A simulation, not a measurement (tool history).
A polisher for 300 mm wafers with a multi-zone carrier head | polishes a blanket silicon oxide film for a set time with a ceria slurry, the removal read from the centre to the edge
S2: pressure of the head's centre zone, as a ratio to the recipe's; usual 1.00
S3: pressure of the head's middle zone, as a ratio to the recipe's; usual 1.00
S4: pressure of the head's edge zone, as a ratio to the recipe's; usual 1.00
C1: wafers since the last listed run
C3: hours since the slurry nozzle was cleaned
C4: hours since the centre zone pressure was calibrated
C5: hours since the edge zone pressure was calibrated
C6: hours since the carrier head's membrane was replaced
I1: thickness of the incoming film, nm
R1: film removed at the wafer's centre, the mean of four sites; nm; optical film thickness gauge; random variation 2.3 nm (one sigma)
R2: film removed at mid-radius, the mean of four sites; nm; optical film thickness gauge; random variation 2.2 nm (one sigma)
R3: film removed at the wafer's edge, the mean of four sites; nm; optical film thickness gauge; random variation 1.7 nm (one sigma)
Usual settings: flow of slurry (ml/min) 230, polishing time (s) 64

{"run": 1, "day": 0.0, "flow of slurry (ml/min)": 295, "S2": 1.0, "S3": 1.0, "S4": 1.0, "polishing time (s)": 83, "C1": 0, "wafers polished on this pad": 633, "C3": 256.3, "C4": 35.2, "C5": 47.0, "C6": 1005.9, "I1": 1692.3, "R1": 251.8, "R2": 261.5, "R3": 253.1}
{"run": 2, "day": 0.392, "flow of slurry (ml/min)": 230, "S2": 1.0, "S3": 1.07, "S4": 1.0, "polishing time (s)": 77, "C1": 70, "wafers polished on this pad": 703, "C3": 265.7, "C4": 44.6, "C5": 56.4, "C6": 1015.3, "I1": 1713.3, "R1": 222.9, "R2": 240.0, "R3": 227.0}
{"run": 3, "day": 1.117, "flow of slurry (ml/min)": 230, "S2": 1.0, "S3": 1.0, "S4": 1.0, "polishing time (s)": 75, "C1": 129, "wafers polished on this pad": 833, "C3": 283.1, "C4": 62.0, "C5": 73.8, "C6": 1032.7, "I1": 1674.5, "R1": 212.3, "R2": 218.9, "R3": 216.8}
{"run": 4, "day": 1.408, "flow of slurry (ml/min)": 260, "S2": 1.0, "S3": 1.08, "S4": 0.9, "polishing time (s)": 76, "C1": 52, "wafers polished on this pad": 885, "C3": 290.1, "C4": 69.0, "C5": 80.8, "C6": 1039.7, "I1": 1684.5, "R1": 221.8, "R2": 234.5, "R3": 206.9}
{"run": 5, "day": 1.779, "flow of slurry (ml/min)": 230, "S2": 0.95, "S3": 1.0, "S4": 1.0, "polishing time (s)": 75, "C1": 66, "wafers polished on this pad": 952, "C3": 299.0, "C4": 77.9, "C5": 89.7, "C6": 1048.6, "I1": 1713.3, "R1": 196.8, "R2": 211.5, "R3": 210.3}
{"run": 6, "day": 2.108, "flow of slurry (ml/min)": 265, "S2": 1.07, "S3": 1.0, "S4": 1.08, "polishing time (s)": 64, "C1": 58, "wafers polished on this pad": 1011, "C3": 306.9, "C4": 85.8, "C5": 97.6, "C6": 1056.5, "I1": 1703.9, "R1": 188.9, "R2": 181.0, "R3": 183.0}
{"day": 2.896, "done": "worn pad replaced by a new one"}
{"day": 3.383, "done": "carrier head's membrane replaced by a new one"}
{"run": 7, "day": 3.404, "flow of slurry (ml/min)": 165, "S2": 1.0, "S3": 1.08, "S4": 1.0, "polishing time (s)": 47, "C1": 164, "wafers polished on this pad": 53, "C3": 338.0, "C4": 116.9, "C5": 128.7, "C6": 0.5, "I1": 1707.9, "R1": 137.5, "R2": 152.5, "R3": 143.8}
{"run": 8, "day": 3.879, "flow of slurry (ml/min)": 270, "S2": 1.0, "S3": 1.0, "S4": 1.12, "polishing time (s)": 73, "C1": 85, "wafers polished on this pad": 138, "C3": 349.4, "C4": 128.3, "C5": 140.1, "C6": 11.9, "I1": 1706.8, "R1": 232.0, "R2": 234.2, "R3": 239.3}
{"run": 9, "day": 4.329, "flow of slurry (ml/min)": 230, "S2": 1.0, "S3": 1.0, "S4": 1.0, "polishing time (s)": 64, "C1": 80, "wafers polished on this pad": 219, "C3": 360.2, "C4": 139.1, "C5": 150.9, "C6": 22.7, "I1": 1715.1, "R1": 201.3, "R2": 206.6, "R3": 199.7}
{"run": 10, "day": 4.917, "flow of slurry (ml/min)": 190, "S2": 0.92, "S3": 0.91, "S4": 1.0, "polishing time (s)": 44, "C1": 105, "wafers polished on this pad": 324, "C3": 374.3, "C4": 153.2, "C5": 165.0, "C6": 36.8, "I1": 1715.6, "R1": 118.0, "R2": 126.8, "R3": 132.4}
{"run": 11, "day": 5.271, "flow of slurry (ml/min)": 195, "S2": 1.0, "S3": 1.0, "S4": 1.0, "polishing time (s)": 64, "C1": 63, "wafers polished on this pad": 387, "C3": 382.8, "C4": 161.7, "C5": 173.5, "C6": 45.3, "I1": 1726.6, "R1": 187.0, "R2": 195.3, "R3": 190.5}
{"run": 12, "day": 5.704, "flow of slurry (ml/min)": 230, "S2": 1.0, "S3": 1.0, "S4": 1.0, "polishing time (s)": 64, "C1": 77, "wafers polished on this pad": 465, "C3": 393.2, "C4": 172.1, "C5": 183.9, "C6": 55.7, "I1": 1704.2, "R1": 191.4, "R2": 197.9, "R3": 193.8}
{"run": 13, "day": 6.358, "flow of slurry (ml/min)": 200, "S2": 1.0, "S3": 1.0, "S4": 1.0, "polishing time (s)": 64, "C1": 117, "wafers polished on this pad": 582, "C3": 408.9, "C4": 187.8, "C5": 199.6, "C6": 71.4, "I1": 1692.8, "R1": 187.2, "R2": 193.1, "R3": 190.8}
{"run": 14, "day": 7.05, "flow of slurry (ml/min)": 230, "S2": 1.0, "S3": 1.0, "S4": 1.0, "polishing time (s)": 64, "C1": 123, "wafers polished on this pad": 706, "C3": 425.5, "C4": 204.4, "C5": 216.2, "C6": 88.0, "I1": 1730.0, "R1": 183.7, "R2": 189.1, "R3": 186.5}
{"run": 15, "day": 7.775, "flow of slurry (ml/min)": 230, "S2": 1.0, "S3": 0.88, "S4": 1.0, "polishing time (s)": 64, "C1": 129, "wafers polished on this pad": 835, "C3": 442.9, "C4": 221.8, "C5": 233.6, "C6": 105.4, "I1": 1708.2, "R1": 181.3, "R2": 171.3, "R3": 184.0}
{"day": 7.883, "done": "slurry nozzle cleaned"}
{"day": 8.558, "done": "worn pad replaced by a new one"}
{"run": 16, "day": 9.479, "flow of slurry (ml/min)": 230, "S2": 1.0, "S3": 1.0, "S4": 1.0, "polishing time (s)": 64, "C1": 267, "wafers polished on this pad": 164, "C3": 38.3, "C4": 262.7, "C5": 274.5, "C6": 146.3, "I1": 1726.0, "R1": 196.0, "R2": 205.5, "R3": 201.5}
{"run": 17, "day": 9.942, "flow of slurry (ml/min)": 230, "S2": 1.08, "S3": 0.96, "S4": 1.11, "polishing time (s)": 76, "C1": 82, "wafers polished on this pad": 247, "C3": 49.4, "C4": 273.8, "C5": 285.6, "C6": 157.4, "I1": 1710.5, "R1": 253.0, "R2": 232.7, "R3": 244.7}
{"run": 18, "day": 10.692, "flow of slurry (ml/min)": 230, "S2": 1.0, "S3": 1.0, "S4": 1.0, "polishing time (s)": 64, "C1": 134, "wafers polished on this pad": 381, "C3": 67.4, "C4": 291.8, "C5": 303.6, "C6": 175.4, "I1": 1736.0, "R1": 192.2, "R2": 200.4, "R3": 198.4}
{"run": 19, "day": 11.192, "flow of slurry (ml/min)": 230, "S2": 1.0, "S3": 1.0, "S4": 0.94, "polishing time (s)": 64, "C1": 89, "wafers polished on this pad": 471, "C3": 79.4, "C4": 303.8, "C5": 315.6, "C6": 187.4, "I1": 1720.5, "R1": 191.4, "R2": 197.7, "R3": 188.3}
{"run": 20, "day": 13.425, "flow of slurry (ml/min)": 230, "S2": 1.0, "S3": 1.04, "S4": 0.95, "polishing time (s)": 64, "C1": 399, "wafers polished on this pad": 870, "C3": 133.0, "C4": 357.4, "C5": 369.2, "C6": 241.0, "I1": 1718.9, "R1": 182.5, "R2": 190.3, "R3": 179.1}
{"run": 21, "day": 14.033, "flow of slurry (ml/min)": 230, "S2": 1.0, "S3": 1.0, "S4": 1.0, "polishing time (s)": 75, "C1": 108, "wafers polished on this pad": 979, "C3": 147.6, "C4": 372.0, "C5": 383.8, "C6": 255.6, "I1": 1716.6, "R1": 201.8, "R2": 214.5, "R3": 206.8}

Forecast each of these 5 alternatives for the next run:
{"run": "A", "day": 14.05, "flow of slurry (ml/min)": 230, "S2": 1.0, "S3": 1.0, "S4": 1.0, "polishing time (s)": 64, "C1": 2, "wafers polished on this pad": 982, "C3": 148.0, "C4": 372.4, "C5": 384.2, "C6": 256.0, "I1": 1722.6, "R1": "?", "R2": "?", "R3": "?"}
{"run": "B", "day": 14.05, "flow of slurry (ml/min)": 230, "S2": 0.92, "S3": 1.05, "S4": 0.92, "polishing time (s)": 64, "C1": 2, "wafers polished on this pad": 982, "C3": 148.0, "C4": 372.4, "C5": 384.2, "C6": 256.0, "I1": 1722.6, "R1": "?", "R2": "?", "R3": "?"}
{"run": "C", "day": 14.05, "flow of slurry (ml/min)": 275, "S2": 1.0, "S3": 1.0, "S4": 1.0, "polishing time (s)": 64, "C1": 2, "wafers polished on this pad": 982, "C3": 148.0, "C4": 372.4, "C5": 384.2, "C6": 256.0, "I1": 1722.6, "R1": "?", "R2": "?", "R3": "?"}
{"run": "D", "day": 14.05, "flow of slurry (ml/min)": 150, "S2": 0.94, "S3": 0.9, "S4": 1.0, "polishing time (s)": 57, "C1": 2, "wafers polished on this pad": 982, "C3": 148.0, "C4": 372.4, "C5": 384.2, "C6": 256.0, "I1": 1722.6, "R1": "?", "R2": "?", "R3": "?"}
{"run": "E", "day": 14.05, "flow of slurry (ml/min)": 280, "S2": 1.0, "S3": 1.0, "S4": 1.0, "polishing time (s)": 64, "C1": 2, "wafers polished on this pad": 982, "C3": 148.0, "C4": 372.4, "C5": 384.2, "C6": 256.0, "I1": 1722.6, "R1": "?", "R2": "?", "R3": "?"}

run=A R1=175.4 R2=185.2 R3=180.2
run=B R1=161.3 R2=191.4 R3=173.8
run=C R1=179.4 R2=188.9 R3=182.9
run=D R1=136.9 R2=144.8 R3=153.5
run=E R1=179.7 R2=189.2 R3=183.1
Without the tool's hidden state the same runs would have given:
run=A R1=199.0 R2=210.0 R3=204.4
run=B R1=183.0 R2=217.1 R3=197.1
run=C R1=203.4 R2=214.3 R3=207.4
run=D R1=155.3 R2=164.2 R3=174.1
run=E R1=203.8 R2=214.6 R3=207.7
